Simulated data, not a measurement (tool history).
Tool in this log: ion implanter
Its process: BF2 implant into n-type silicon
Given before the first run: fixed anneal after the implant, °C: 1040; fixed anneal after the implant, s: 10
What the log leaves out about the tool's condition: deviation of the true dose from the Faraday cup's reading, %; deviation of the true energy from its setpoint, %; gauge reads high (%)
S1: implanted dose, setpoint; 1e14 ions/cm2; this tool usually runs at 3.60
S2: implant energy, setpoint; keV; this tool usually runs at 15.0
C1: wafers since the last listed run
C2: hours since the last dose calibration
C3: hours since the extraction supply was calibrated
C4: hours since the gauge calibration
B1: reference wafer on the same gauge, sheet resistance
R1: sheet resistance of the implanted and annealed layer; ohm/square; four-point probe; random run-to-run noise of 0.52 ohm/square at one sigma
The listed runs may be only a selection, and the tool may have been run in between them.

Run 1, hour 0.0: usual settings but S1 3.36 1e14 ions/cm2; C1 0; C2 43.4; C3 3131.3; C4 290.2; B1 393.36. Result: R1 368.42 ohm/square.
Run 2, hour 56.7: usual settings but S1 3.36 1e14 ions/cm2; C1 1073; C2 100.1; C3 3188.0; C4 346.9; B1 392.64. Result: R1 368.83 ohm/square.
Run 3, hour 89.0: usual settings; C1 611; C2 132.4; C3 3220.3; C4 379.2; B1 393.14. Result: R1 349.92 ohm/square.
Run 4, hour 145.7: usual settings; C1 1073; C2 189.1; C3 3277.0; C4 435.9; B1 392.78. Result: R1 349.80 ohm/square.
Run 5, hour 190.4: usual settings; C1 846; C2 233.8; C3 3321.7; C4 480.6; B1 392.87. Result: R1 349.82 ohm/square.
Run 6, hour 226.9: usual settings but S1 4.42 1e14 ions/cm2, S2 12.0 keV; C1 691; C2 270.3; C3 3358.2; C4 517.1; B1 393.00. Result: R1 315.34 ohm/square.
Run 7, hour 302.9: usual settings but S1 4.42 1e14 ions/cm2, S2 12.0 keV; C1 1438; C2 346.3; C3 3434.2; C4 593.1; B1 393.14. Result: R1 314.89 ohm/square.
Run 8, hour 333.3: usual settings but S1 4.42 1e14 ions/cm2, S2 12.0 keV; C1 575; C2 376.7; C3 3464.6; C4 623.5; B1 393.18. Result: R1 315.92 ohm/square.
At hour 365.7: extraction supply calibrated.
Run 9, hour 371.1: usual settings; C1 564; C2 414.5; C3 5.4; C4 661.3; B1 392.99. Result: R1 351.31 ohm/square.
Run 10, hour 401.2: usual settings but S2 11.5 keV; C1 569; C2 444.6; C3 35.5; C4 691.4; B1 393.12. Result: R1 369.38 ohm/square.
Run 11, hour 470.9: usual settings but S2 17.0 keV; C1 1319; C2 514.3; C3 105.2; C4 761.1; B1 393.03. Result: R1 346.02 ohm/square.
At hour 518.6: gauge calibrated.
Run 12, hour 523.3: usual settings but S2 11.5 keV; C1 992; C2 566.7; C3 157.6; C4 4.7; B1 392.93. Result: R1 369.93 ohm/square.
At hour 553.1: Faraday cup replaced and dose calibrated.
Run 13, hour 595.2: usual settings; C1 1209; C2 42.1; C3 229.5; C4 76.6; B1 393.08. Result: R1 348.15 ohm/square.
Run 14, hour 634.9: usual settings but S1 4.42 1e14 ions/cm2, S2 12.0 keV; C1 751; C2 81.8; C3 269.2; C4 116.3; B1 392.91. Result: R1 313.63 ohm/square.
Run 15, hour 673.6: usual settings but S1 4.25 1e14 ions/cm2, S2 11.0 keV; C1 732; C2 120.5; C3 307.9; C4 155.0; B1 392.99. Result: R1 329.19 ohm/square.
Run 16, hour 700.9: usual settings but S1 2.83 1e14 ions/cm2, S2 17.0 keV; C1 516; C2 147.8; C3 335.2; C4 182.3; B1 393.29. Result: R1 417.79 ohm/square.
Run 17, hour 768.9: usual settings but S1 4.01 1e14 ions/cm2, S2 19.0 keV; C1 1287; C2 215.8; C3 403.2; C4 250.3; B1 392.86. Result: R1 310.19 ohm/square.
Run 18, hour 804.4: usual settings but S1 4.27 1e14 ions/cm2, S2 18.5 keV; C1 672; C2 251.3; C3 438.7; C4 285.8; B1 392.93. Result: R1 296.12 ohm/square.
Run 19, hour 831.8: usual settings but S2 18.0 keV; C1 518; C2 278.7; C3 466.1; C4 313.2; B1 393.01. Result: R1 340.68 ohm/square.

Here are 4 independent what-if runs from the current tool condition. What would each one return?
Run A, hour 832.2: usual settings; C1 7; C2 279.1; C3 466.5; C4 313.6; B1 ?. Result: R1 ?.
Run B, hour 832.2: usual settings but S1 4.32 1e14 ions/cm2, S2 16.5 keV; C1 7; C2 279.1; C3 466.5; C4 313.6; B1 ?. Result: R1 ?.
Run C, hour 832.2: usual settings but S1 3.01 1e14 ions/cm2, S2 13.0 keV; C1 7; C2 279.1; C3 466.5; C4 313.6; B1 ?. Result: R1 ?.
Run D, hour 832.2: usual settings but S1 2.94 1e14 ions/cm2, S2 12.5 keV; C1 7; C2 279.1; C3 466.5; C4 313.6; B1 ?. Result: R1 ?.

run      B1      R1
  A  392.78  350.96
  B  392.78  300.04
  C  392.78  412.53
  D  392.78  422.54
With no hidden state in the tool, these same runs would have given:
run      R1
  A  349.17
  B  298.55
  C  410.39
  D  420.35

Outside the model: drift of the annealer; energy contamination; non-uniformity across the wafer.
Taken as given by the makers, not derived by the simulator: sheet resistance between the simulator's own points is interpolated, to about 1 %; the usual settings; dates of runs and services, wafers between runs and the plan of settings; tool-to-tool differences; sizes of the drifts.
